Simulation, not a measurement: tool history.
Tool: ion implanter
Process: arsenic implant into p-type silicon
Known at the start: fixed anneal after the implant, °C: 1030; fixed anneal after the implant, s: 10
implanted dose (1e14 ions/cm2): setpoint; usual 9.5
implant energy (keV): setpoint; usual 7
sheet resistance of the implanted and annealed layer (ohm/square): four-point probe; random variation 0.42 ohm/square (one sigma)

| run | day | implanted dose (1e14 ions/cm2) | implant energy (keV) | wafers since the last listed run | hours since the last dose calibration | hours since the extraction supply was calibrated | hours since the gauge calibration | read-back reference wafer on the same gauge, sheet resistance | sheet resistance of the implanted and annealed layer (ohm/square) |
|---|---|---|---|---|---|---|---|---|---|
| 1 | 0 | 9.5 | 7 | 0 | 781.8 | 4537.8 | 362.1 | 140.95 | 151.26 |
| 2 | 0.746 | 9.5 | 7 | 439 | 799.7 | 4555.7 | 380 | 141.01 | 150.67 |
| 3 | 1.55 | 9.5 | 7 | 473 | 819 | 4575 | 399.3 | 140.96 | 150.01 |
| 4 | 2.704 | 9.5 | 7 | 680 | 846.7 | 4602.7 | 427 | 141.1 | 150.17 |
| 5 | 3.392 | 9.5 | 7 | 405 | 863.2 | 4619.2 | 443.5 | 140.89 | 150.19 |
| 6 | 4.554 | 9.5 | 7 | 685 | 891.1 | 4647.1 | 471.4 | 141 | 149.36 |
| 7 | 5.938 | 9.5 | 7 | 815 | 924.3 | 4680.3 | 504.6 | 141.11 | 149.68 |
| 8 | 6.921 | 9.5 | 7 | 579 | 947.9 | 4703.9 | 528.2 | 140.93 | 149.77 |
| 9 | 7.992 | 10.29 | 7 | 631 | 973.6 | 4729.6 | 553.9 | 141.05 | 144.74 |
| 10 | 8.642 | 10.29 | 7 | 383 | 989.2 | 4745.2 | 569.5 | 140.96 | 144.32 |
| 11 | 9.683 | 9.5 | 5 | 613 | 1014.2 | 4770.2 | 594.5 | 140.98 | 155.13 |
|  | 10.717 | Faraday cup replaced and dose calibrated |
| 12 | 11 | 9.5 | 7 | 579 | 6.8 | 4801.8 | 626.1 | 141.03 | 152.24 |
| 13 | 11.883 | 9.5 | 7 | 520 | 28 | 4823 | 647.3 | 141.06 | 152.27 |
| 14 | 15.296 | 10.62 | 9.5 | 2011 | 109.9 | 4904.9 | 729.2 | 140.86 | 139.65 |
| 15 | 16.133 | 9.5 | 7 | 493 | 130 | 4925 | 749.3 | 140.93 | 152.26 |
| 16 | 17.621 | 9.5 | 6.5 | 876 | 165.7 | 4960.7 | 785 | 140.89 | 152.62 |
|  | 18.825 | gauge calibrated |
|  | 19.05 | extraction supply calibrated |
| 17 | 19.071 | 9.5 | 7 | 658 | 200.5 | 0.5 | 5.9 | 141.2 | 152.26 |
| 18 | 19.654 | 9.5 | 4.5 | 343 | 214.5 | 14.5 | 19.9 | 141.08 | 159.88 |
| 19 | 20.925 | 10.25 | 6.5 | 749 | 245 | 45 | 50.4 | 140.99 | 148.53 |
| 20 | 22.038 | 8.11 | 5 | 655 | 271.7 | 71.7 | 77.1 | 140.85 | 169.43 |
| 21 | 23.171 | 9.5 | 7 | 668 | 298.9 | 98.9 | 104.3 | 141.03 | 152.82 |
| 22 | 23.829 | 9.5 | 9 | 388 | 314.7 | 114.7 | 120.1 | 141.04 | 148.06 |
| 23 | 27.596 | 9.5 | 7 | 2220 | 405.1 | 205.1 | 210.5 | 140.99 | 151.8 |

The next listed run, before its measurement:
| 24 | 28.796 | 7.47 | 5 | 707 | 433.9 | 233.9 | 239.3 | ? | ? |

read-back reference wafer on the same gauge, sheet resistance: 140.98
sheet resistance of the implanted and annealed layer (ohm/square): 175.48
Without the tool's hidden state the same run would have given sheet resistance of the implanted and annealed layer (ohm/square) 175.96.
